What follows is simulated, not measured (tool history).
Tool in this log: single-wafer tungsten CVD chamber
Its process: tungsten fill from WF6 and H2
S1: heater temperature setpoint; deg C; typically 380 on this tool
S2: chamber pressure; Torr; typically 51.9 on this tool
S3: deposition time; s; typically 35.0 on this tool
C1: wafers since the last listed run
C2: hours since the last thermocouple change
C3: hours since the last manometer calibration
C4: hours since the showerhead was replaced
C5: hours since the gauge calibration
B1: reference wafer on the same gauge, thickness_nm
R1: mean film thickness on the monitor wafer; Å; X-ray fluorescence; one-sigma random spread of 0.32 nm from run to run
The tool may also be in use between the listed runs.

| run | hour | S1 | S2 | S3 | C1 | C2 | C3 | C4 | C5 | B1 | R1 |
|---|---|---|---|---|---|---|---|---|---|---|---|
| 1 | 0.0 | 380 | 51.9 | 35.0 | 0 | 2658.8 | 943.8 | 4195.6 | 229.8 | 92.010 | 870.07 |
| 2 | 35.7 | 380 | 51.9 | 35.0 | 626 | 2694.5 | 979.5 | 4231.3 | 265.5 | 91.974 | 872.59 |
| 3 | 62.5 | 380 | 51.9 | 35.0 | 470 | 2721.3 | 1006.3 | 4258.1 | 292.3 | 92.064 | 870.03 |
| 4 | 79.3 | 389 | 51.9 | 35.0 | 295 | 2738.1 | 1023.1 | 4274.9 | 309.1 | 92.150 | 1065.12 |
| 5 | 107.9 | 389 | 51.9 | 35.0 | 502 | 2766.7 | 1051.7 | 4303.5 | 337.7 | 92.207 | 1062.54 |
|  | 114.0 | gauge calibrated |
| 6 | 142.0 | 389 | 51.9 | 35.0 | 598 | 2800.8 | 1085.8 | 4337.6 | 28.0 | 91.100 | 1054.78 |
| 7 | 171.5 | 380 | 44.5 | 35.0 | 518 | 2830.3 | 1115.3 | 4367.1 | 57.5 | 91.364 | 818.60 |
| 8 | 206.1 | 380 | 44.5 | 35.0 | 607 | 2864.9 | 1149.9 | 4401.7 | 92.1 | 91.467 | 819.88 |
| 9 | 226.1 | 370 | 51.9 | 35.0 | 351 | 2884.9 | 1169.9 | 4421.7 | 112.1 | 91.538 | 694.99 |
| 10 | 250.8 | 370 | 51.9 | 35.0 | 433 | 2909.6 | 1194.6 | 4446.4 | 136.8 | 91.864 | 694.66 |
|  | 271.1 | thermocouple changed; heater temperature recalibrated |
| 11 | 271.6 | 370 | 51.9 | 35.0 | 224 | 0.5 | 1215.4 | 4467.2 | 157.6 | 91.819 | 691.04 |
| 12 | 291.4 | 380 | 51.9 | 35.0 | 347 | 20.3 | 1235.2 | 4487.0 | 177.4 | 91.822 | 879.15 |
| 13 | 317.8 | 380 | 51.9 | 35.0 | 463 | 46.7 | 1261.6 | 4513.4 | 203.8 | 91.866 | 881.86 |
| 14 | 335.4 | 368 | 62.3 | 41.4 | 309 | 64.3 | 1279.2 | 4531.0 | 221.4 | 92.071 | 846.81 |
| 15 | 349.0 | 368 | 62.3 | 41.4 | 238 | 77.9 | 1292.8 | 4544.6 | 235.0 | 92.009 | 841.56 |
| 16 | 380.7 | 380 | 59.1 | 35.0 | 556 | 109.6 | 1324.5 | 4576.3 | 266.7 | 91.990 | 920.92 |
|  | 394.0 | showerhead replaced |
| 17 | 411.1 | 367 | 58.7 | 32.5 | 393 | 140.0 | 1354.9 | 17.1 | 297.1 | 92.162 | 628.75 |
|  | 424.8 | gauge calibrated |
| 18 | 427.0 | 372 | 51.9 | 29.5 | 279 | 155.9 | 1370.8 | 33.0 | 2.2 | 90.854 | 605.00 |
| 19 | 447.5 | 380 | 62.8 | 35.0 | 360 | 176.4 | 1391.3 | 53.5 | 22.7 | 91.120 | 930.03 |
|  | 473.8 | capacitance manometer re-zeroed and calibrated |
| 20 | 477.2 | 370 | 48.5 | 33.1 | 381 | 206.1 | 3.4 | 83.2 | 52.4 | 91.346 | 635.91 |
| 21 | 494.6 | 389 | 59.2 | 39.9 | 305 | 223.5 | 20.8 | 100.6 | 69.8 | 91.421 | 1274.27 |
| 22 | 573.4 | 391 | 61.5 | 41.8 | 1383 | 302.3 | 99.6 | 179.4 | 148.6 | 91.790 | 1417.00 |
| 23 | 595.2 | 380 | 51.9 | 39.5 | 382 | 324.1 | 121.4 | 201.2 | 170.4 | 91.834 | 989.51 |
| 24 | 607.2 | 380 | 51.9 | 35.0 | 210 | 336.1 | 133.4 | 213.2 | 182.4 | 91.934 | 874.11 |
| 25 | 625.5 | 380 | 51.9 | 38.5 | 321 | 354.4 | 151.7 | 231.5 | 200.7 | 91.914 | 959.56 |

Branching from run 25: 3 alternative next runs. What would each branch give?
| A | 625.9 | 380 | 51.9 | 35.0 | 7 | 354.8 | 152.1 | 231.9 | 201.1 | ? | ? |
| B | 625.9 | 373 | 59.6 | 29.7 | 7 | 354.8 | 152.1 | 231.9 | 201.1 | ? | ? |
| C | 625.9 | 394 | 55.2 | 38.7 | 7 | 354.8 | 152.1 | 231.9 | 201.1 | ? | ? |

| run | B1 | R1 |
|---|---|---|
| A | 91.863 | 871.16 |
| B | 91.863 | 664.37 |
| C | 91.863 | 1334.38 |
With the hidden condition removed and each run's random variation left untouched, the same runs would have given:
| run | R1 |
|---|---|
| A | 860.41 |
| B | 656.17 |
| C | 1317.91 |
